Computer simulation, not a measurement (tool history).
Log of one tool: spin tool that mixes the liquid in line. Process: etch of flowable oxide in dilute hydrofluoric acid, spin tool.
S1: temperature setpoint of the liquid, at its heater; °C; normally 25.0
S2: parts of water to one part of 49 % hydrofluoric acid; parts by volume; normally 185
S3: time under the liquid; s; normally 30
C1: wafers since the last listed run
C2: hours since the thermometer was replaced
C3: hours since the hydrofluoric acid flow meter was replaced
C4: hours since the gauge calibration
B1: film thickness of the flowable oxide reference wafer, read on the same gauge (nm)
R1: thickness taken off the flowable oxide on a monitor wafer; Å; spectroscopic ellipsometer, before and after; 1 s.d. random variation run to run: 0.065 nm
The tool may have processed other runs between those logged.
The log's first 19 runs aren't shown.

run 20 hour=1457.4 | S1=28.5 S2=150 S3=30 | C1=1439 C2=946.9 C3=134.9 C4=454.4 | B1=79.99 | R1=108.6
run 21 hour=1503.9 | S1=30.0 S2=185 S3=20 | C1=680 C2=993.4 C3=181.4 C4=500.9 | B1=79.95 | R1=59.2
run 22 hour=1608.6 | S1=25.0 S2=185 S3=45 | C1=1531 C2=1098.1 C3=286.1 C4=605.6 | B1=80.02 | R1=112.3
run 23 hour=1670.1 | S1=21.5 S2=240 S3=50 | C1=899 C2=1159.6 C3=347.6 C4=667.1 | B1=79.98 | R1=79.8
run 24 hour=1770.8 | S1=25.0 S2=185 S3=30 | C1=1473 C2=1260.3 C3=448.3 C4=767.8 | B1=79.97 | R1=75.2
run 25 hour=2037.8 | S1=25.0 S2=100 S3=30 | C1=3906 C2=1527.3 C3=715.3 C4=1034.8 | B1=80.04 | R1=157.8
run 26 hour=2074.8 | S1=29.0 S2=220 S3=40 | C1=541 C2=1564.3 C3=752.3 C4=1071.8 | B1=80.03 | R1=94.8
run 27 hour=2131.6 | S1=25.0 S2=185 S3=30 | C1=831 C2=1621.1 C3=809.1 C4=1128.6 | B1=80.00 | R1=76.4
run 28 hour=2209.0 | S1=21.5 S2=185 S3=20 | C1=1132 C2=1698.5 C3=886.5 C4=1206.0 | B1=80.03 | R1=44.5
run 29 hour=2261.1 | S1=28.0 S2=125 S3=40 | C1=762 C2=1750.6 C3=938.6 C4=1258.1 | B1=80.01 | R1=181.6
run 30 hour=2325.8 | S1=25.0 S2=185 S3=20 | C1=946 C2=1815.3 C3=1003.3 C4=1322.8 | B1=79.98 | R1=50.6
run 31 hour=2429.4 | S1=23.0 S2=185 S3=30 | C1=1515 C2=1918.9 C3=1106.9 C4=1426.4 | B1=80.00 | R1=72.2
run 32 hour=2528.1 | S1=26.5 S2=95 S3=35 | C1=1444 C2=2017.6 C3=1205.6 C4=1525.1 | B1=80.00 | R1=207.5

Run 33 has not been measured yet. What should we expect?
run 33 hour=2571.1 | S1=25.0 S2=185 S3=30 | C1=629 C2=2060.6 C3=1248.6 C4=1568.1 | B1=? | R1=?

Run 33 measured B1 79.99, R1 76.5 Å.
With no hidden state in the tool, this same run would have given R1 70.9 Å.

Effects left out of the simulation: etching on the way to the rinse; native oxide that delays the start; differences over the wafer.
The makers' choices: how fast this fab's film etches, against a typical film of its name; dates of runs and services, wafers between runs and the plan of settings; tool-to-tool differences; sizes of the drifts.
